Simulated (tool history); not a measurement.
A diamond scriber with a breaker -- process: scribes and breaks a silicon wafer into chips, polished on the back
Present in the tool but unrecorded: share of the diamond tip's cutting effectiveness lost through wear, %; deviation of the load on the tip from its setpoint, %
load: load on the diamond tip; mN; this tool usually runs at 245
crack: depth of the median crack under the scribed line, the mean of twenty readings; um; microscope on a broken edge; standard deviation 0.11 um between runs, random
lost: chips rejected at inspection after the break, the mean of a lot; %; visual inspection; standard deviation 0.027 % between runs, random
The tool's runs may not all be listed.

run    hour  load  wafers since the last listed run  hours since the diamond tip was replaced  hours since the load on the tip was calibrated  incoming depth of the damage left on the back of the incoming wafer, um  crack  lost
  1       0   299                                 0                                     387.8                                           978.6                                                                     0.04   7.93  3.52
  2   156.3   299                               508                                     544.1                                          1134.9                                                                     0.03    7.9  3.82
  3     186   299                                96                                     573.8                                          1164.6                                                                     0.05   8.01  3.62
  4   241.8   245                               181                                     629.6                                          1220.4                                                                     0.03   7.49  1.03
  5   450.1   245                               678                                     837.9                                          1428.7                                                                     0.03   7.25  1.21
  6     475   245                                81                                     862.8                                          1453.6                                                                     0.04   7.35  1.27
  7   534.5   245                               193                                     922.3                                          1513.1                                                                     0.03   7.36  1.32
  8   603.9   192                               225                                     991.7                                          1582.5                                                                     0.02   6.64  1.48
  9   644.3   245                               131                                    1032.1                                          1622.9                                                                     0.01   7.33  1.46
      664.2  -- diamond tip replaced by a new one, of another model than before
 10   668.7   245                                72                                       4.5                                          1647.3                                                                     0.02   7.45  1.14
 11   751.6   245                               269                                      87.4                                          1730.2                                                                     0.04   7.35  1.24
 12   807.7   245                               182                                     143.5                                          1786.3                                                                     0.02   7.44  1.28
 13   869.4   269                               200                                     205.2                                            1848                                                                     0.03   7.72  2.18
 14   909.5   269                               130                                     245.3                                          1888.1                                                                     0.02   7.72  2.17
 15   946.9   245                               121                                     282.7                                          1925.5                                                                     0.03   7.54  1.48
      951.7  -- load on the tip recalibrated
 16   982.9   245                               110                                     318.7                                            31.2                                                                     0.05   6.97  0.79
 17  1050.7   245                               220                                     386.5                                              99                                                                     0.03   7.07  0.81
 18  1088.1   212                               121                                     423.9                                           136.4                                                                     0.03   6.84  1.23
 19  1112.5   245                                79                                     448.3                                           160.8                                                                     0.02   6.95  0.78
 20  1177.1   245                               210                                     512.9                                           225.4                                                                     0.02   6.71  0.82
 21  1228.2   194                               166                                       564                                           276.5                                                                     0.01   6.53  1.91
 22    1284   300                               181                                     619.8                                           332.3                                                                     0.02   7.66  1.84
 23  1336.9   245                               172                                     672.7                                           385.2                                                                     0.02      7  0.84
 24  1373.9   294                               120                                     709.7                                           422.2                                                                     0.05   7.39  1.52
 25  1433.9   245                               195                                     769.7                                           482.2                                                                     0.01   7.03  0.82
 26    1466   290                               104                                     801.8                                           514.3                                                                     0.01   7.29  1.53
 27  1524.9   318                               191                                     860.7                                           573.2                                                                     0.02   7.72  2.78
     1596.6  -- diamond tip replaced by a new one
 28  1597.1   301                               228                                       0.5                                           645.4                                                                     0.04   7.91  2.02
 29  1642.2   174                               146                                      45.6                                           690.5                                                                     0.04   6.25  2.62
 30    1691   223                               158                                      94.4                                           739.3                                                                     0.05   6.98  0.86
 31  1762.8   288                               233                                     166.2                                           811.1                                                                     0.03    7.3  1.58
 32    1796   277                               108                                     199.4                                           844.3                                                                     0.02   7.38   1.4
 33    1836   245                               130                                     239.4                                           884.3                                                                     0.02   7.06  0.84
 34  1997.5   309                               525                                     400.9                                          1045.8                                                                     0.04   7.75  2.63

How the hidden state differs across the entries between the runs, from the last listed run before each to the first after it:
Between runs 9 and 10: diamond tip replaced by a new one, of another model than before (hour 664.2)
  deviation of the load on the tip from its setpoint, %: 13.1 -> 13.5
  measured result minus the result with no hidden state, crack: +0.45 -> +0.35 um; lost: +0.65 -> +0.36 %
Between runs 15 and 16: load on the tip recalibrated (hour 951.7)
  deviation of the load on the tip from its setpoint, %: 18 -> 0.166
  measured result minus the result with no hidden state, crack: +0.46 -> +0.01 um; lost: +0.66 -> +0 %
Between runs 27 and 28: diamond tip replaced by a new one (hour 1596.6)
  deviation of the load on the tip from its setpoint, %: 1.66 -> 2.06
  measured result minus the result with no hidden state, crack: +0.05 -> +0.06 um; lost: +0.22 -> +0.2 %
